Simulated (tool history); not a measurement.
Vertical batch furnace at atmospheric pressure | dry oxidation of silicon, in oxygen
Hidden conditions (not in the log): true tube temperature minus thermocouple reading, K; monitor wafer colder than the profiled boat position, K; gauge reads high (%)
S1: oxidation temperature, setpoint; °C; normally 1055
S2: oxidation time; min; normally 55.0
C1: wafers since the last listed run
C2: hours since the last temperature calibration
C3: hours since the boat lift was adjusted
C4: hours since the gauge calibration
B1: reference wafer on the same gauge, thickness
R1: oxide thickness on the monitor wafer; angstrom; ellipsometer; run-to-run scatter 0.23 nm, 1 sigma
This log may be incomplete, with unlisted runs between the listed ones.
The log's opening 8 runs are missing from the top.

{"run": 9, "hour": 562.8, "S1": 1055, "S2": 55.0, "C1": 1133, "C2": 3096.1, "C3": 2956.8, "C4": 2285.0, "B1": 75.66, "R1": 684.7}
{"run": 10, "hour": 653.1, "S1": 1055, "S2": 55.0, "C1": 1239, "C2": 3186.4, "C3": 3047.1, "C4": 2375.3, "B1": 75.48, "R1": 687.8}
{"run": 11, "hour": 691.1, "S1": 1047, "S2": 62.5, "C1": 521, "C2": 3224.4, "C3": 3085.1, "C4": 2413.3, "B1": 75.42, "R1": 696.7}
{"run": 12, "hour": 791.8, "S1": 1064, "S2": 55.0, "C1": 1381, "C2": 3325.1, "C3": 3185.8, "C4": 2514.0, "B1": 75.1, "R1": 734.9}
{"run": 13, "hour": 871.1, "S1": 1064, "S2": 55.0, "C1": 1088, "C2": 3404.4, "C3": 3265.1, "C4": 2593.3, "B1": 74.84, "R1": 729.9}
{"hour": 883.0, "done": "gauge calibrated"}
{"run": 14, "hour": 954.7, "S1": 1055, "S2": 55.0, "C1": 1147, "C2": 3488.0, "C3": 3348.7, "C4": 71.7, "B1": 79.0, "R1": 716.7}
{"run": 15, "hour": 1060.2, "S1": 1055, "S2": 55.0, "C1": 1447, "C2": 3593.5, "C3": 3454.2, "C4": 177.2, "B1": 78.95, "R1": 719.6}
{"run": 16, "hour": 1129.3, "S1": 1055, "S2": 55.0, "C1": 948, "C2": 3662.6, "C3": 3523.3, "C4": 246.3, "B1": 78.95, "R1": 715.9}
{"run": 17, "hour": 1172.5, "S1": 1034, "S2": 46.5, "C1": 592, "C2": 3705.8, "C3": 3566.5, "C4": 289.5, "B1": 78.91, "R1": 538.0}
{"run": 18, "hour": 1259.7, "S1": 1071, "S2": 28.0, "C1": 1196, "C2": 3793.0, "C3": 3653.7, "C4": 376.7, "B1": 78.9, "R1": 537.2}
{"run": 19, "hour": 1366.7, "S1": 1048, "S2": 77.5, "C1": 1468, "C2": 3900.0, "C3": 3760.7, "C4": 483.7, "B1": 78.88, "R1": 843.1}
{"run": 20, "hour": 1429.4, "S1": 1055, "S2": 55.0, "C1": 860, "C2": 3962.7, "C3": 3823.4, "C4": 546.4, "B1": 78.79, "R1": 718.7}
{"hour": 1514.8, "done": "boat lift adjusted"}
{"run": 21, "hour": 1545.7, "S1": 1046, "S2": 55.0, "C1": 1266, "C2": 4079.0, "C3": 30.9, "C4": 662.7, "B1": 78.72, "R1": 666.3}
{"run": 22, "hour": 1625.9, "S1": 1047, "S2": 55.0, "C1": 1100, "C2": 4159.2, "C3": 111.1, "C4": 742.9, "B1": 78.67, "R1": 670.1}
{"run": 23, "hour": 1689.6, "S1": 1055, "S2": 55.0, "C1": 874, "C2": 4222.9, "C3": 174.8, "C4": 806.6, "B1": 78.61, "R1": 715.3}
{"hour": 1741.0, "done": "thermocouples replaced and temperature profile calibrated"}
{"run": 24, "hour": 1832.0, "S1": 1072, "S2": 47.0, "C1": 1624, "C2": 91.0, "C3": 317.2, "C4": 949.0, "B1": 78.47, "R1": 743.2}
{"run": 25, "hour": 1894.0, "S1": 1034, "S2": 47.5, "C1": 850, "C2": 153.0, "C3": 379.2, "C4": 1011.0, "B1": 78.37, "R1": 544.2}
{"run": 26, "hour": 1981.9, "S1": 1055, "S2": 38.5, "C1": 1206, "C2": 240.9, "C3": 467.1, "C4": 1098.9, "B1": 78.3, "R1": 568.4}
{"run": 27, "hour": 2022.0, "S1": 1043, "S2": 77.5, "C1": 550, "C2": 281.0, "C3": 507.2, "C4": 1139.0, "B1": 78.27, "R1": 807.8}
{"run": 28, "hour": 2169.2, "S1": 1055, "S2": 32.0, "C1": 2019, "C2": 428.2, "C3": 654.4, "C4": 1286.2, "B1": 78.05, "R1": 509.8}
{"run": 29, "hour": 2212.9, "S1": 1055, "S2": 55.0, "C1": 599, "C2": 471.9, "C3": 698.1, "C4": 1329.9, "B1": 77.98, "R1": 708.9}
{"run": 30, "hour": 2304.1, "S1": 1030, "S2": 42.5, "C1": 1251, "C2": 563.1, "C3": 789.3, "C4": 1421.1, "B1": 77.84, "R1": 486.5}
{"run": 31, "hour": 2387.3, "S1": 1055, "S2": 55.0, "C1": 1141, "C2": 646.3, "C3": 872.5, "C4": 1504.3, "B1": 77.7, "R1": 708.9}
{"run": 32, "hour": 2429.7, "S1": 1076, "S2": 45.5, "C1": 581, "C2": 688.7, "C3": 914.9, "C4": 1546.7, "B1": 77.67, "R1": 739.2}
{"run": 33, "hour": 2472.4, "S1": 1065, "S2": 35.0, "C1": 585, "C2": 731.4, "C3": 957.6, "C4": 1589.4, "B1": 77.6, "R1": 577.7}

Each row is a separate what-if for the run after 33, all from the same tool condition, not one after another. Results?
{"run": "A", "hour": 2476.9, "S1": 1055, "S2": 55.0, "C1": 61, "C2": 735.9, "C3": 962.1, "C4": 1593.9, "B1": "?", "R1": "?"}
{"run": "B", "hour": 2476.9, "S1": 1041, "S2": 55.0, "C1": 61, "C2": 735.9, "C3": 962.1, "C4": 1593.9, "B1": "?", "R1": "?"}
{"run": "C", "hour": 2476.9, "S1": 1041, "S2": 44.5, "C1": 61, "C2": 735.9, "C3": 962.1, "C4": 1593.9, "B1": "?", "R1": "?"}

run=A B1=77.49 R1=708.0
run=B B1=77.49 R1=629.1
run=C B1=77.49 R1=550.0
With no hidden state in the tool, these same runs would have given:
run=A R1=719.4
run=B R1=639.2
run=C R1=558.9
